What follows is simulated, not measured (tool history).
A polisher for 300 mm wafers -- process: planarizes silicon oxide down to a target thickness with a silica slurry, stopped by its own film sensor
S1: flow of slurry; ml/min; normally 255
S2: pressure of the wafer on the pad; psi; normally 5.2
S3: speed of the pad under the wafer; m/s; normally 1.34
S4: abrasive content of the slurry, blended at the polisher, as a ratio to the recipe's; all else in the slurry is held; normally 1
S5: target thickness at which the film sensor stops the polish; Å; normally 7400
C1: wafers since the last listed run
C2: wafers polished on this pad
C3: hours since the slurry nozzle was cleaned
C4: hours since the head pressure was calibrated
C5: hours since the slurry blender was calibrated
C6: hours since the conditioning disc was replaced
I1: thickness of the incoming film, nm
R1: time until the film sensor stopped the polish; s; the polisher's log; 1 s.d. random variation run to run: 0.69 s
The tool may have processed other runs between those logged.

run,hour,S1,S2,S3,S4,S5,C1,C2,C3,C4,C5,C6,I1,R1
1,0,255,5.2,1.34,1,7400,0,683,229.3,614.3,14.7,84.4,1198,75.9
2,16.2,255,5.2,1.34,1,6680,154,837,245.5,630.5,30.9,100.6,1164.4,81.6
3,46,255,5.2,1.34,1,7800,283,1120,275.3,660.3,60.7,130.4,1173.5,64.9
4,74.6,255,5.2,1.34,1,7400,272,1393,303.9,688.9,89.3,159,1156.9,69.5
5,105.6,255,5.2,1.34,1,6380,295,1688,334.9,719.9,120.3,190,1184.6,90.1
6,135.9,255,5.8,1.34,1,6430,288,1976,365.2,750.2,150.6,220.3,1170.9,77.9
# hour 137.2: slurry nozzle cleaned
# hour 138.3: conditioning disc replaced and pad reconditioned
7,171.6,255,5.2,1.34,1.2,8500,319,2296,34.4,785.9,186.3,33.3,1169.1,50
# hour 176.2: worn pad replaced by a new one, of another model than before
8,199,195,5.2,1.34,1,6390,222,217,61.8,813.3,213.7,60.7,1188.7,93.5
9,220.2,255,5.2,1.34,1,7400,201,419,83,834.5,234.9,81.9,1192.1,76.2
10,237.1,255,5.2,1.34,1,7400,160,579,99.9,851.4,251.8,98.8,1170.6,71.6
# hour 263.2: head pressure recalibrated
11,271,255,5.2,1.12,1,7400,303,883,133.8,7.8,285.7,132.7,1189.1,86.1
# hour 319.1: slurry blender recalibrated
12,327.6,335,5.2,1.34,1,6800,519,1403,190.4,64.4,8.5,189.3,1175,86.6
13,360,335,5.2,1.34,1,7400,308,1711,222.8,96.8,40.9,221.7,1179.4,76.6
# hour 364: conditioning disc replaced and pad reconditioned
14,379.2,165,5.2,1.34,1,7400,163,1875,242,116,60.1,15.2,1173.1,77.6
# hour 410.7: worn pad replaced by a new one
15,457.8,255,5.2,1.34,1.25,7400,710,447,320.6,194.6,138.7,93.8,1161.3,67.3
16,489.1,255,5.2,1.34,1,7940,297,745,351.9,225.9,170,125.1,1193.7,69.3
17,504.3,255,5.2,1.34,1,7400,144,890,367.1,241.1,185.2,140.3,1156.1,70.5
18,536,255,7,1.34,1,6920,301,1192,398.8,272.8,216.9,172,1179.9,65.6
19,564.4,255,5.2,1.34,1,7400,270,1462,427.2,301.2,245.3,200.4,1180.2,75.8
# hour 574.6: slurry blender recalibrated
20,580,320,5.9,1.04,1,7400,129,1591,442.8,316.8,5.4,216,1201.2,78.6
# hour 592.5: conditioning disc replaced and pad reconditioned
# hour 594.6: slurry nozzle cleaned
# hour 647: worn pad replaced by a new one
21,647.5,255,6.2,1.34,1,7400,575,4,52.9,384.3,72.9,55,1163.3,62.4
22,668.5,255,5.7,1.34,1,7400,199,204,73.9,405.3,93.9,76,1181.8,69.7

For run 23, what comes out?
23,681.9,255,5.2,0.94,1.15,6790,127,332,87.3,418.7,107.3,89.4,1187.8,?

Run 23 produced R1 95.2 s.
Take away the tool's hidden state, keep the run-to-run variation as it was, and the same run would have given R1 100.4 s.
